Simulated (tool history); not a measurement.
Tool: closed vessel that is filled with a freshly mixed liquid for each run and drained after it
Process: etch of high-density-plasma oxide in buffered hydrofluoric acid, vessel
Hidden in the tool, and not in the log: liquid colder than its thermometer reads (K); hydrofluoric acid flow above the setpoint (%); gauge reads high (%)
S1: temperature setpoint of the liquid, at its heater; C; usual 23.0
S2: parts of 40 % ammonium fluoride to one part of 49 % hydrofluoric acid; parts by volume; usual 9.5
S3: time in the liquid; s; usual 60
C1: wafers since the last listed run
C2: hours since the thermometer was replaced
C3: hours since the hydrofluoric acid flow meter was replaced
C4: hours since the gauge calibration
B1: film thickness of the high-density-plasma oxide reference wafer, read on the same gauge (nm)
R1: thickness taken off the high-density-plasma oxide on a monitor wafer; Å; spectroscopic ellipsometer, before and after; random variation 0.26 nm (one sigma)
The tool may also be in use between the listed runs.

{"run": 1, "day": 0.0, "S1": 23.0, "S2": 9.5, "S3": 60, "C1": 0, "C2": 1343.0, "C3": 126.9, "C4": 63.0, "B1": 69.98, "R1": 741.0}
{"run": 2, "day": 3.512, "S1": 23.0, "S2": 9.5, "S3": 60, "C1": 6014, "C2": 1427.3, "C3": 211.2, "C4": 147.3, "B1": 69.99, "R1": 747.4}
{"run": 3, "day": 6.129, "S1": 23.0, "S2": 9.5, "S3": 60, "C1": 4480, "C2": 1490.1, "C3": 274.0, "C4": 210.1, "B1": 70.01, "R1": 747.5}
{"run": 4, "day": 6.858, "S1": 23.0, "S2": 9.5, "S3": 60, "C1": 1248, "C2": 1507.6, "C3": 291.5, "C4": 227.6, "B1": 70.01, "R1": 742.4}
{"run": 5, "day": 7.808, "S1": 23.0, "S2": 9.5, "S3": 60, "C1": 1626, "C2": 1530.4, "C3": 314.3, "C4": 250.4, "B1": 70.0, "R1": 753.1}
{"run": 6, "day": 8.95, "S1": 23.0, "S2": 11.0, "S3": 85, "C1": 1954, "C2": 1557.8, "C3": 341.7, "C4": 277.8, "B1": 69.99, "R1": 947.9}
{"run": 7, "day": 9.746, "S1": 23.0, "S2": 11.0, "S3": 85, "C1": 1362, "C2": 1576.9, "C3": 360.8, "C4": 296.9, "B1": 70.01, "R1": 944.8}
{"run": 8, "day": 10.683, "S1": 25.0, "S2": 8.0, "S3": 60, "C1": 1605, "C2": 1599.4, "C3": 383.3, "C4": 319.4, "B1": 70.01, "R1": 997.8}
{"run": 9, "day": 11.229, "S1": 26.5, "S2": 9.5, "S3": 60, "C1": 934, "C2": 1612.5, "C3": 396.4, "C4": 332.5, "B1": 69.98, "R1": 904.9}
{"run": 10, "day": 12.425, "S1": 19.0, "S2": 12.0, "S3": 40, "C1": 2047, "C2": 1641.2, "C3": 425.1, "C4": 361.2, "B1": 70.02, "R1": 330.9}
{"run": 11, "day": 13.362, "S1": 23.0, "S2": 8.0, "S3": 60, "C1": 1605, "C2": 1663.7, "C3": 447.6, "C4": 383.7, "B1": 69.98, "R1": 903.1}
{"day": 13.479, "done": "thermometer replaced"}
{"day": 13.771, "done": "gauge calibrated"}
{"run": 12, "day": 14.483, "S1": 23.0, "S2": 13.0, "S3": 60, "C1": 1847, "C2": 24.1, "C3": 474.5, "C4": 17.1, "B1": 70.01, "R1": 574.0}
{"day": 15.346, "done": "hydrofluoric acid flow meter replaced"}
{"run": 13, "day": 15.367, "S1": 23.0, "S2": 9.5, "S3": 35, "C1": 1441, "C2": 45.3, "C3": 0.5, "C4": 38.3, "B1": 69.98, "R1": 428.7}
{"run": 14, "day": 16.404, "S1": 25.5, "S2": 6.0, "S3": 85, "C1": 1776, "C2": 70.2, "C3": 25.4, "C4": 63.2, "B1": 70.0, "R1": 1851.5}
{"run": 15, "day": 17.525, "S1": 23.0, "S2": 9.5, "S3": 60, "C1": 1919, "C2": 97.1, "C3": 52.3, "C4": 90.1, "B1": 69.99, "R1": 735.1}
{"run": 16, "day": 18.733, "S1": 26.5, "S2": 9.5, "S3": 60, "C1": 2068, "C2": 126.1, "C3": 81.3, "C4": 119.1, "B1": 70.01, "R1": 890.7}
{"run": 17, "day": 19.458, "S1": 23.0, "S2": 11.0, "S3": 85, "C1": 1241, "C2": 143.5, "C3": 98.7, "C4": 136.5, "B1": 70.01, "R1": 926.1}

Forecast each of these 4 alternatives for the next run:
{"run": "A", "day": 19.488, "S1": 23.0, "S2": 9.5, "S3": 80, "C1": 49, "C2": 144.2, "C3": 99.4, "C4": 137.2, "B1": "?", "R1": "?"}
{"run": "B", "day": 19.488, "S1": 20.5, "S2": 13.0, "S3": 90, "C1": 49, "C2": 144.2, "C3": 99.4, "C4": 137.2, "B1": "?", "R1": "?"}
{"run": "C", "day": 19.488, "S1": 21.5, "S2": 7.0, "S3": 60, "C1": 49, "C2": 144.2, "C3": 99.4, "C4": 137.2, "B1": "?", "R1": "?"}
{"run": "D", "day": 19.488, "S1": 23.0, "S2": 9.5, "S3": 70, "C1": 49, "C2": 144.2, "C3": 99.4, "C4": 137.2, "B1": "?", "R1": "?"}

run=A B1=70.01 R1=980.5
run=B B1=70.01 R1=722.5
run=C B1=70.01 R1=921.8
run=D B1=70.01 R1=857.9
Without the tool's hidden state the same runs would have given:
run=A R1=973.9
run=B R1=714.9
run=C R1=913.2
run=D R1=852.1
